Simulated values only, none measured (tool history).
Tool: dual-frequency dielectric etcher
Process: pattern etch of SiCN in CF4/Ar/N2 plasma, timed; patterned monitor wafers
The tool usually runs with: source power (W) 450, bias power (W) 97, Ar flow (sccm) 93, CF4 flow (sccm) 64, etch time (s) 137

run	day	source power (W)	bias power (W)	Ar flow (sccm)	CF4 flow (sccm)	etch time (s)	read-back reference wafer on the same gauge, depth_nm	mean etch depth across the wafer (angstrom)
1	0	540	109	84	64	103.5	112	1140
2	2.808	530	73	93	52	110.5	112.1	1055
3	9.321	450	97	93	64	137	111.9	1181
4	11.804	370	97	93	64	137	112.1	969
# day 13.662: bias power generator calibrated
5	14.212	450	76	93	80	147.5	111.8	1266
# day 15.621: CF4 flow controller replaced
6	16.275	450	84	93	64	157.5	112	1314
7	17.588	450	97	93	64	137	112.1	1178
8	18.804	450	78	93	54	171	112	1356
9	20.138	450	97	93	64	137	112	1168
# day 22.096: wet clean of the chamber
10	22.625	450	97	93	64	137	112	1209

For run 11, what comes out?
11	25.071	450	105	93	64	137	?	?

read-back reference wafer on the same gauge, depth_nm: 112
mean etch depth across the wafer (angstrom): 1243
Were there no unlogged condition in the tool, this run, its random variation unchanged, would have produced mean etch depth across the wafer (angstrom) 1259.

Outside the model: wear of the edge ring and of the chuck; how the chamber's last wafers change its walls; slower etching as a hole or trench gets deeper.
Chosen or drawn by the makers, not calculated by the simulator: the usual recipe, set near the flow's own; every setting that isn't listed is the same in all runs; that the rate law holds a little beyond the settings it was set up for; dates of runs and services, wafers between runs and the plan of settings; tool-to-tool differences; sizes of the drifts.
